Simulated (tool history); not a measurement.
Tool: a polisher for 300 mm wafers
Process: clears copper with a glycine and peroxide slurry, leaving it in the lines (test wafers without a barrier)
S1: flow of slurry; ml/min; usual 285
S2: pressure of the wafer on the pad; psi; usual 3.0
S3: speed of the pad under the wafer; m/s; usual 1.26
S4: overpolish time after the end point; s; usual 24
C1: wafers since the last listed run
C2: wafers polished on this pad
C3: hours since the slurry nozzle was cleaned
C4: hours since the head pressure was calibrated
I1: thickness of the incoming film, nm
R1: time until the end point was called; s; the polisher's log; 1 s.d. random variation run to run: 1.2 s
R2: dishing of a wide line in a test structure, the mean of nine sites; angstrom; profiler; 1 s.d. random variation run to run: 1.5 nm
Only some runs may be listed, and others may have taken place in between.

Run 1, hour 0.0: usual settings but S2 2.3 psi, S3 0.90 m/s; C1 0; C2 1703; C3 516.9; C4 762.2; I1 560.8. Result: R1 137.4 s, R2 541 angstrom.
At hour 29.4: worn pad replaced by a new one.
Run 2, hour 160.6: usual settings but S2 2.3 psi, S3 0.90 m/s; C1 769; C2 644; C3 677.5; C4 922.8; I1 557.3. Result: R1 135.2 s, R2 539 angstrom.
Run 3, hour 192.6: usual settings; C1 157; C2 802; C3 709.5; C4 954.8; I1 550.6. Result: R1 84.9 s, R2 661 angstrom.
Run 4, hour 244.5: usual settings; C1 255; C2 1057; C3 761.4; C4 1006.7; I1 545.8. Result: R1 86.8 s, R2 659 angstrom.
Run 5, hour 293.0: usual settings but S3 1.60 m/s, S4 33 s; C1 238; C2 1295; C3 809.9; C4 1055.2; I1 546.0. Result: R1 71.5 s, R2 798 angstrom.
At hour 322.4: slurry nozzle cleaned.
Run 6, hour 334.8: usual settings; C1 200; C2 1496; C3 12.4; C4 1097.0; I1 559.0. Result: R1 85.4 s, R2 681 angstrom.
Run 7, hour 398.1: usual settings but S2 3.6 psi; C1 311; C2 1807; C3 75.7; C4 1160.3; I1 549.6. Result: R1 74.8 s, R2 685 angstrom.
At hour 402.9: head pressure recalibrated.
Run 8, hour 466.4: usual settings; C1 325; C2 2133; C3 144.0; C4 63.5; I1 546.3. Result: R1 92.1 s, R2 654 angstrom.
At hour 484.8: worn pad replaced by a new one.
Run 9, hour 527.2: usual settings; C1 279; C2 208; C3 204.8; C4 124.3; I1 557.8. Result: R1 93.9 s, R2 664 angstrom.
Run 10, hour 592.9: usual settings; C1 322; C2 531; C3 270.5; C4 190.0; I1 547.5. Result: R1 92.6 s, R2 671 angstrom.
Run 11, hour 651.9: usual settings; C1 289; C2 821; C3 329.5; C4 249.0; I1 551.8. Result: R1 92.6 s, R2 663 angstrom.
Run 12, hour 677.3: usual settings; C1 124; C2 946; C3 354.9; C4 274.4; I1 546.5. Result: R1 91.8 s, R2 634 angstrom.
Run 13, hour 748.1: usual settings; C1 347; C2 1293; C3 425.7; C4 345.2; I1 553.6. Result: R1 90.5 s, R2 642 angstrom.
Run 14, hour 795.6: usual settings but S1 340 ml/min, S4 14 s; C1 233; C2 1527; C3 473.2; C4 392.7; I1 550.1. Result: R1 89.8 s, R2 478 angstrom.
Run 15, hour 836.5: usual settings but S3 1.60 m/s, S4 33 s; C1 201; C2 1728; C3 514.1; C4 433.6; I1 543.2. Result: R1 74.2 s, R2 803 angstrom.
Run 16, hour 860.8: usual settings but S4 29 s; C1 119; C2 1847; C3 538.4; C4 457.9; I1 552.9. Result: R1 92.7 s, R2 712 angstrom.
Run 17, hour 904.5: usual settings; C1 214; C2 2062; C3 582.1; C4 501.6; I1 547.0. Result: R1 91.1 s, R2 672 angstrom.
Run 18, hour 932.3: usual settings but S1 185 ml/min; C1 136; C2 2199; C3 609.9; C4 529.4; I1 544.7. Result: R1 91.6 s, R2 657 angstrom.
Run 19, hour 956.5: usual settings; C1 118; C2 2318; C3 634.1; C4 553.6; I1 547.5. Result: R1 87.6 s, R2 651 angstrom.
At hour 971.3: worn pad replaced by a new one.
Run 20, hour 992.2: usual settings; C1 155; C2 102; C3 669.8; C4 589.3; I1 553.1. Result: R1 88.6 s, R2 630 angstrom.
Run 21, hour 1030.5: usual settings but S2 3.9 psi; C1 188; C2 290; C3 708.1; C4 627.6; I1 551.1. Result: R1 76.5 s, R2 720 angstrom.
At hour 1039.2: slurry nozzle cleaned.
Run 22, hour 1100.6: usual settings but S1 245 ml/min, S2 2.2 psi, S3 0.98 m/s, S4 13 s; C1 339; C2 630; C3 61.4; C4 697.7; I1 556.4. Result: R1 136.7 s, R2 361 angstrom.
Run 23, hour 1158.1: usual settings but S2 2.2 psi; C1 282; C2 913; C3 118.9; C4 755.2; I1 548.6. Result: R1 109.9 s, R2 609 angstrom.
Run 24, hour 1209.0: usual settings but S3 1.62 m/s, S4 13 s; C1 250; C2 1163; C3 169.8; C4 806.1; I1 561.9. Result: R1 72.5 s, R2 529 angstrom.
Run 25, hour 1274.8: usual settings but S2 3.5 psi, S3 0.92 m/s, S4 11 s; C1 323; C2 1486; C3 235.6; C4 871.9; I1 554.1. Result: R1 99.1 s, R2 389 angstrom.
Run 26, hour 1334.7: usual settings but S3 1.14 m/s; C1 294; C2 1781; C3 295.5; C4 931.8; I1 540.7. Result: R1 95.9 s, R2 630 angstrom.
Run 27, hour 1359.8: usual settings but S1 355 ml/min, S4 29 s; C1 123; C2 1904; C3 320.6; C4 956.9; I1 546.8. Result: R1 86.5 s, R2 739 angstrom.
Run 28, hour 1406.2: usual settings but S1 245 ml/min; C1 228; C2 2132; C3 367.0; C4 1003.3; I1 549.0. Result: R1 88.5 s, R2 663 angstrom.
At hour 1430.3: worn pad replaced by a new one.
Run 29, hour 1560.2: usual settings; C1 737; C2 638; C3 521.0; C4 1157.3; I1 544.9. Result: R1 85.5 s, R2 699 angstrom.
At hour 1588.8: head pressure recalibrated.
Run 30, hour 1618.5: usual settings; C1 276; C2 915; C3 579.3; C4 29.7; I1 547.3. Result: R1 95.2 s, R2 628 angstrom.
Run 31, hour 1655.9: usual settings but S4 18 s; C1 183; C2 1098; C3 616.7; C4 67.1; I1 549.7. Result: R1 92.2 s, R2 555 angstrom.
Run 32, hour 1697.7: usual settings but S1 365 ml/min, S4 17 s; C1 205; C2 1304; C3 658.5; C4 108.9; I1 553.7. Result: R1 93.4 s, R2 545 angstrom.
Run 33, hour 1767.2: usual settings but S1 260 ml/min; C1 341; C2 1645; C3 728.0; C4 178.4; I1 553.0. Result: R1 93.0 s, R2 672 angstrom.
Run 34, hour 1803.4: usual settings; C1 177; C2 1823; C3 764.2; C4 214.6; I1 557.6. Result: R1 95.3 s, R2 656 angstrom.

Alternative continuations, all from the tool just after run 34; predict every row:
Run A, hour 1803.9: usual settings but S1 250 ml/min; C1 2; C2 1826; C3 764.7; C4 215.1; I1 560.8. Result: R1 ?, R2 ?.
Run B, hour 1803.9: usual settings but S3 1.54 m/s; C1 2; C2 1826; C3 764.7; C4 215.1; I1 560.8. Result: R1 ?, R2 ?.
Run C, hour 1803.9: usual settings but S1 230 ml/min, S2 2.6 psi, S3 0.92 m/s, S4 10 s; C1 2; C2 1826; C3 764.7; C4 215.1; I1 560.8. Result: R1 ?, R2 ?.
Run D, hour 1803.9: usual settings but S2 3.8 psi, S4 32 s; C1 2; C2 1826; C3 764.7; C4 215.1; I1 560.8. Result: R1 ?, R2 ?.

run     R1   R2
  A   96.3  650
  B   81.3  696
  C  134.5  285
  D   80.5  790
With the hidden condition removed and each run's random variation left untouched, the same runs would have given:
run     R1   R2
  A   97.2  647
  B   82.2  692
  C  135.7  283
  D   81.3  787
